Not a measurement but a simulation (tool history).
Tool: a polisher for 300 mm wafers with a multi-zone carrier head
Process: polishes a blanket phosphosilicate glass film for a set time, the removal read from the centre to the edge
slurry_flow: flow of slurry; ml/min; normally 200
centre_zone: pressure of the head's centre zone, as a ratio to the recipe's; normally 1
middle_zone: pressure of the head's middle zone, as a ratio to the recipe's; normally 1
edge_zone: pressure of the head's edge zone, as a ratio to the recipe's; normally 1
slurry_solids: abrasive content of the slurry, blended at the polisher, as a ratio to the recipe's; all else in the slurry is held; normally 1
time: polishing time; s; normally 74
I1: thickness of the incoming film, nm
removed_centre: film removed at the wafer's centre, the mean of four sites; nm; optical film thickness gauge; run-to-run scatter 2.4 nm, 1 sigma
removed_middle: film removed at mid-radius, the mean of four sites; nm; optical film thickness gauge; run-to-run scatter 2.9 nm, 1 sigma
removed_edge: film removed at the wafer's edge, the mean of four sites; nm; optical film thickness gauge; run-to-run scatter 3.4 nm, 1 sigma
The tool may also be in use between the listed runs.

Run 1, hour 0: usual settings; I1 3154.4. Result: removed_centre 321.5 nm, removed_middle 325.6 nm, removed_edge 335.4 nm.
At hour 23.6: centre zone pressure recalibrated.
Run 2, hour 35.8: usual settings; I1 3075.1. Result: removed_centre 325 nm, removed_middle 326.5 nm, removed_edge 337.1 nm.
At hour 46: slurry nozzle cleaned.
Run 3, hour 53.6: usual settings but slurry_flow 150 ml/min; I1 3043.2. Result: removed_centre 314.6 nm, removed_middle 314.7 nm, removed_edge 333 nm.
At hour 78.6: worn pad replaced by a new one.
Run 4, hour 120.2: usual settings but slurry_flow 225 ml/min, middle_zone 1.11, edge_zone 0.92; I1 3046. Result: removed_centre 338.6 nm, removed_middle 366.8 nm, removed_edge 334.6 nm.
Run 5, hour 138.6: usual settings; I1 3112.2. Result: removed_centre 333.2 nm, removed_middle 336.2 nm, removed_edge 346.1 nm.
Run 6, hour 163.1: usual settings but centre_zone 0.91, slurry_solids 0.85, time 88 s; I1 3066.8. Result: removed_centre 332.6 nm, removed_middle 367.7 nm, removed_edge 386.4 nm.
Run 7, hour 188: usual settings; I1 3066.2. Result: removed_centre 331 nm, removed_middle 329.8 nm, removed_edge 342.6 nm.
Run 8, hour 222.5: usual settings but slurry_flow 220 ml/min, edge_zone 0.94, time 93 s; I1 3111.9. Result: removed_centre 422.8 nm, removed_middle 423.1 nm, removed_edge 424 nm.
At hour 296.3: worn pad replaced by a new one.
Run 9, hour 297.3: usual settings but slurry_flow 230 ml/min, centre_zone 0.94, middle_zone 0.94; I1 3061. Result: removed_centre 317.3 nm, removed_middle 321.2 nm, removed_edge 338.5 nm.
Run 10, hour 325.2: usual settings but time 63 s; I1 3095.4. Result: removed_centre 273.9 nm, removed_middle 278.5 nm, removed_edge 284.3 nm.
Run 11, hour 345.4: usual settings but centre_zone 1.08, middle_zone 0.91, slurry_solids 0.8, time 52 s; I1 3109.8. Result: removed_centre 222.8 nm, removed_middle 191.5 nm, removed_edge 216.1 nm.
Run 12, hour 379.7: usual settings but slurry_flow 135 ml/min; I1 3154.9. Result: removed_centre 284.6 nm, removed_middle 290.8 nm, removed_edge 311.5 nm.
Run 13, hour 394: usual settings; I1 3056.4. Result: removed_centre 315.5 nm, removed_middle 313.1 nm, removed_edge 329.1 nm.
At hour 402.4: slurry nozzle cleaned.
Run 14, hour 420.5: usual settings but slurry_flow 130 ml/min, middle_zone 1.12, edge_zone 1.12; I1 3143.2. Result: removed_centre 300.3 nm, removed_middle 338.9 nm, removed_edge 344.1 nm.
Run 15, hour 447.3: usual settings; I1 3122.4. Result: removed_centre 330.4 nm, removed_middle 332.6 nm, removed_edge 340.4 nm.
Run 16, hour 483.3: usual settings but centre_zone 1.08, middle_zone 0.91, slurry_solids 0.8, time 52 s; I1 3067.8. Result: removed_centre 225.7 nm, removed_middle 193.7 nm, removed_edge 220.2 nm.
Run 17, hour 509.9: usual settings; I1 3116.4. Result: removed_centre 329.9 nm, removed_middle 335.6 nm, removed_edge 347.7 nm.
Run 18, hour 522.2: usual settings but middle_zone 0.96, edge_zone 0.89; I1 3123. Result: removed_centre 335.6 nm, removed_middle 323.5 nm, removed_edge 326.7 nm.
At hour 543.9: worn pad replaced by a new one.
Run 19, hour 544.6: usual settings; I1 3099.1. Result: removed_centre 329.3 nm, removed_middle 330.8 nm, removed_edge 345.8 nm.
Run 20, hour 572.2: usual settings but middle_zone 0.9, time 92 s; I1 3103.8. Result: removed_centre 408.3 nm, removed_middle 373.4 nm, removed_edge 423.9 nm.
Run 21, hour 606.5: usual settings but centre_zone 0.91, middle_zone 0.96, slurry_solids 1.25; I1 3038.9. Result: removed_centre 327.7 nm, removed_middle 345.4 nm, removed_edge 369.7 nm.
Run 22, hour 627.4: usual settings but slurry_flow 145 ml/min, middle_zone 0.95, edge_zone 1.06, time 99 s; I1 3117. Result: removed_centre 405.3 nm, removed_middle 390 nm, removed_edge 439.6 nm.
Run 23, hour 657.9: usual settings but time 66 s; I1 3034. Result: removed_centre 291.9 nm, removed_middle 292.6 nm, removed_edge 304.3 nm.

Some steps in removed_centre between neighbouring runs. How much of each would the tool show without its hidden state too (settings, what came in, random variation), and how much is left for the hidden state, with any gauge scatter that isn't in both results?
What the log doesn't record here: removal rate lost through wear of the pad, %; slurry flow missing at the pad, %; deviation of the centre zone's pressure from its setpoint, %; deviation of the edge zone's pressure from its setpoint, %.
Run 8 -> 9: slurry_flow 220 -> 230, centre_zone 1 -> 0.94, middle_zone 1 -> 0.94, edge_zone 0.94 -> 1, time 93 -> 74, worn pad replaced by a new one. removed_centre -105.5 nm: hidden state -2.7, all else -102.8.
Run 11 -> 12: slurry_flow 200 -> 135, centre_zone 1.08 -> 1, middle_zone 0.91 -> 1, slurry_solids 0.8 -> 1, time 52 -> 74. removed_centre +61.8 nm: hidden state -15.5, all else +77.3.
Run 13 -> 14: slurry_flow 200 -> 130, middle_zone 1 -> 1.12, edge_zone 1 -> 1.12, slurry nozzle cleaned. removed_centre -15.2 nm: hidden state +18.9, all else -34.1.
Run 22 -> 23: slurry_flow 145 -> 200, middle_zone 0.95 -> 1, edge_zone 1.06 -> 1, time 99 -> 66. removed_centre -113.4 nm: hidden state +4.2, all else -117.6.

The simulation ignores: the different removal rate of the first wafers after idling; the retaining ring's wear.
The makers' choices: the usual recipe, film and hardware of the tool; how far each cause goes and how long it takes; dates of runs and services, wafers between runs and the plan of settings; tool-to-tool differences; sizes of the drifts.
